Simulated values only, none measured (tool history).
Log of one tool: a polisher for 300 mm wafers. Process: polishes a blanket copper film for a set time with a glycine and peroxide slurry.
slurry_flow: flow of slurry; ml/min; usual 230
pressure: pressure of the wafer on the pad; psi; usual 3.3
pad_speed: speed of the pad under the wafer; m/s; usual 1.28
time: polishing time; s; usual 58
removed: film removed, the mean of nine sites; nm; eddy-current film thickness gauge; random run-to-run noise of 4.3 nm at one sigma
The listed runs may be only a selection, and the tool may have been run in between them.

| run | hour | slurry_flow | pressure | pad_speed | time | wafers since the last listed run | wafers polished on this pad | hours since the slurry nozzle was cleaned | hours since the head pressure was calibrated | incoming thickness of the incoming film, nm | removed |
|---|---|---|---|---|---|---|---|---|---|---|---|
| 1 | 0 | 230 | 2.4 | 1.28 | 58 | 0 | 685 | 377 | 315.3 | 2433.4 | 378.1 |
| 2 | 16.2 | 230 | 3.3 | 1.12 | 58 | 202 | 887 | 393.2 | 331.5 | 2412.2 | 438.3 |
|  | 43.9 | worn pad replaced by a new one |
| 3 | 51.6 | 230 | 3.3 | 1.12 | 58 | 392 | 96 | 428.6 | 366.9 | 2380.2 | 436.4 |
| 4 | 74.4 | 230 | 3.6 | 1.28 | 58 | 284 | 380 | 451.4 | 389.7 | 2417 | 523.3 |
| 5 | 103 | 230 | 3.6 | 1.28 | 58 | 357 | 738 | 480 | 418.3 | 2376.3 | 516.3 |
| 6 | 126.6 | 230 | 3.3 | 1.28 | 58 | 294 | 1032 | 503.6 | 441.9 | 2393.8 | 497.8 |
|  | 145.6 | worn pad replaced by a new one |
| 7 | 154.2 | 230 | 3.3 | 1.28 | 58 | 294 | 107 | 531.2 | 469.5 | 2426.5 | 495.4 |
| 8 | 187.1 | 230 | 3.3 | 1.28 | 58 | 410 | 518 | 564.1 | 502.4 | 2392.5 | 498.1 |
| 9 | 199.3 | 230 | 3.3 | 1.28 | 52 | 152 | 671 | 576.3 | 514.6 | 2364.8 | 433.9 |
| 10 | 222.4 | 230 | 3.3 | 1.28 | 52 | 288 | 959 | 599.4 | 537.7 | 2419.9 | 439.8 |
|  | 230.4 | slurry nozzle cleaned |
|  | 251.4 | worn pad replaced by a new one |
| 11 | 252.9 | 230 | 3.3 | 1.28 | 52 | 318 | 18 | 22.5 | 568.2 | 2443.7 | 442.3 |
| 12 | 285.9 | 230 | 3.8 | 1.28 | 44 | 412 | 430 | 55.5 | 601.2 | 2409.9 | 415 |
| 13 | 318.3 | 230 | 3.3 | 1.28 | 58 | 404 | 835 | 87.9 | 633.6 | 2392.9 | 484.6 |
| 14 | 346.8 | 230 | 3.3 | 1.28 | 58 | 355 | 1191 | 116.4 | 662.1 | 2378.3 | 500 |
|  | 372.9 | worn pad replaced by a new one |
| 15 | 375.3 | 230 | 3.3 | 1.28 | 58 | 306 | 30 | 144.9 | 690.6 | 2354.8 | 489.9 |
|  | 408.6 | head pressure recalibrated |
| 16 | 409.1 | 230 | 3.3 | 1.28 | 58 | 397 | 427 | 178.7 | 0.5 | 2366.2 | 497.8 |
| 17 | 437.1 | 230 | 3.3 | 1.7 | 58 | 349 | 777 | 206.7 | 28.5 | 2421 | 641.5 |
| 18 | 463.1 | 250 | 3.9 | 0.96 | 58 | 324 | 1101 | 232.7 | 54.5 | 2399.7 | 444.2 |
|  | 470.6 | worn pad replaced by a new one |
| 19 | 496 | 280 | 2.7 | 1.08 | 58 | 360 | 317 | 265.6 | 87.4 | 2391.8 | 372 |
| 20 | 520.7 | 155 | 3 | 0.98 | 66 | 308 | 625 | 290.3 | 112.1 | 2399.1 | 387.9 |
| 21 | 540.6 | 205 | 2.3 | 1.28 | 58 | 248 | 874 | 310.2 | 132 | 2383.1 | 362.8 |
| 22 | 571.8 | 230 | 4.3 | 1.28 | 58 | 389 | 1264 | 341.4 | 163.2 | 2444.3 | 617.1 |

What if the next run were any one of these 4? Each begins from the tool's condition after run 22:
| A | 572.2 | 230 | 3.3 | 1.28 | 58 | 4 | 1269 | 341.8 | 163.6 | 2423.6 | ? |
| B | 572.2 | 200 | 3.3 | 1.28 | 58 | 4 | 1269 | 341.8 | 163.6 | 2423.6 | ? |
| C | 572.2 | 230 | 2.4 | 1.16 | 58 | 4 | 1269 | 341.8 | 163.6 | 2423.6 | ? |
| D | 572.2 | 275 | 3.3 | 1.28 | 58 | 4 | 1269 | 341.8 | 163.6 | 2423.6 | ? |

| run | removed |
|---|---|
| A | 495.3 |
| B | 485.9 |
| C | 353.2 |
| D | 505.6 |
Had the tool no hidden state, the same runs would have come out as:
| run | removed |
|---|---|
| A | 495.3 |
| B | 485.9 |
| C | 353.2 |
| D | 505.6 |

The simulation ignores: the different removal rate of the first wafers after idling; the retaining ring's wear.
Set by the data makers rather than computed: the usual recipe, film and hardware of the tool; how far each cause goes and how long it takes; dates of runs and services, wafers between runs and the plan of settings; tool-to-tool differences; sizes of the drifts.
